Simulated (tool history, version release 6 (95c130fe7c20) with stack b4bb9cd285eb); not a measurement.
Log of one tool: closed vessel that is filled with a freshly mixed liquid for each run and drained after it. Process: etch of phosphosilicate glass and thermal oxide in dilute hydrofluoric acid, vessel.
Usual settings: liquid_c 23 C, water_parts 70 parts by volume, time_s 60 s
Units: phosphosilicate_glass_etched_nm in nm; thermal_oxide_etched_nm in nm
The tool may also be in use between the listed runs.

| run | hour | liquid_c | water_parts | time_s | read-back film thickness of the phosphosilicate glass reference wafer, read on the same gauge (nm) | read-back film thickness of the thermal oxide reference wafer, read on the same gauge (nm) | phosphosilicate_glass_etched_nm | thermal_oxide_etched_nm |
|---|---|---|---|---|---|---|---|---|
| 1 | 0 | 23 | 70 | 60 | 30.01 | 79.964 | 182.1 | 4.153 |
| 2 | 42.7 | 23 | 70 | 60 | 30 | 80.013 | 183.65 | 4.184 |
| 3 | 76.1 | 26 | 80 | 60 | 29.99 | 80.041 | 178.25 | 4.072 |
| 4 | 134.5 | 20 | 85 | 60 | 30 | 80.008 | 128.07 | 2.904 |
| 5 | 190.7 | 23 | 35 | 60 | 30 | 80.01 | 371.3 | 8.543 |
| 6 | 218 | 18.5 | 105 | 75 | 30 | 80.02 | 118.42 | 2.723 |
| 7 | 272.8 | 20 | 70 | 50 | 30.02 | 79.986 | 132.01 | 2.951 |
|  | 310.1 | gauge calibrated |
| 8 | 340.8 | 26.5 | 70 | 40 | 30 | 79.958 | 134.86 | 3.08 |
| 9 | 373.6 | 21.5 | 70 | 85 | 30 | 80.041 | 234.29 | 5.301 |
| 10 | 412 | 23 | 55 | 60 | 29.99 | 79.966 | 228.38 | 5.132 |
| 11 | 477.5 | 23 | 70 | 60 | 30.02 | 80.012 | 174.4 | 3.965 |
| 12 | 524 | 23 | 70 | 60 | 29.99 | 80.012 | 169.64 | 3.923 |
| 13 | 623.5 | 23 | 90 | 60 | 30 | 80.024 | 129.95 | 2.916 |
| 14 | 688.2 | 24.5 | 45 | 90 | 30.01 | 80.024 | 426.41 | 9.745 |
| 15 | 722.9 | 24 | 70 | 60 | 30.01 | 80.013 | 172.38 | 3.967 |
| 16 | 751.6 | 20.5 | 45 | 45 | 29.98 | 80 | 180.48 | 4.131 |
| 17 | 807.7 | 26 | 80 | 60 | 30 | 80 | 161.43 | 3.692 |
| 18 | 878.9 | 25 | 55 | 30 | 29.98 | 79.989 | 116.1 | 2.646 |
| 19 | 933.5 | 27.5 | 60 | 60 | 30.03 | 80.012 | 227.92 | 5.289 |
| 20 | 1032 | 18.5 | 40 | 80 | 29.99 | 79.974 | 319.48 | 7.365 |
| 21 | 1073.7 | 23 | 70 | 70 | 30.01 | 80.034 | 186.95 | 4.296 |
| 22 | 1113 | 21 | 70 | 60 | 30.01 | 80.021 | 147.16 | 3.341 |
| 23 | 1195.8 | 24.5 | 45 | 90 | 30 | 80.021 | 403 | 9.246 |
| 24 | 1254.9 | 23 | 45 | 35 | 30 | 80.012 | 146.69 | 3.375 |
|  | 1257 | hydrofluoric acid flow meter replaced |
|  | 1293.6 | thermometer replaced |
| 25 | 1306.7 | 19 | 50 | 60 | 30.02 | 79.989 | 219.84 | 5.046 |
| 26 | 1377.7 | 23 | 70 | 60 | 30.01 | 80.017 | 181.05 | 4.091 |

3 ways to go on from here, each from the tool as it stands after run 26. What would each give?
| A | 1378.4 | 23 | 40 | 60 | ? | ? | ? | ? |
| B | 1378.4 | 23 | 100 | 75 | ? | ? | ? | ? |
| C | 1378.4 | 23 | 70 | 35 | ? | ? | ? | ? |

| run | read-back film thickness of the phosphosilicate glass reference wafer, read on the same gauge (nm) | read-back film thickness of the thermal oxide reference wafer, read on the same gauge (nm) | phosphosilicate_glass_etched_nm | thermal_oxide_etched_nm |
|---|---|---|---|---|
| A | 30 | 80.038 | 326.87 | 7.478 |
| B | 30 | 80.038 | 151.63 | 3.469 |
| C | 30 | 80.038 | 104.87 | 2.399 |
Without the tool's hidden state the same runs would have given:
| run | phosphosilicate_glass_etched_nm | thermal_oxide_etched_nm |
|---|---|---|
| A | 338.77 | 7.75 |
| B | 157.09 | 3.594 |
| C | 108.66 | 2.486 |
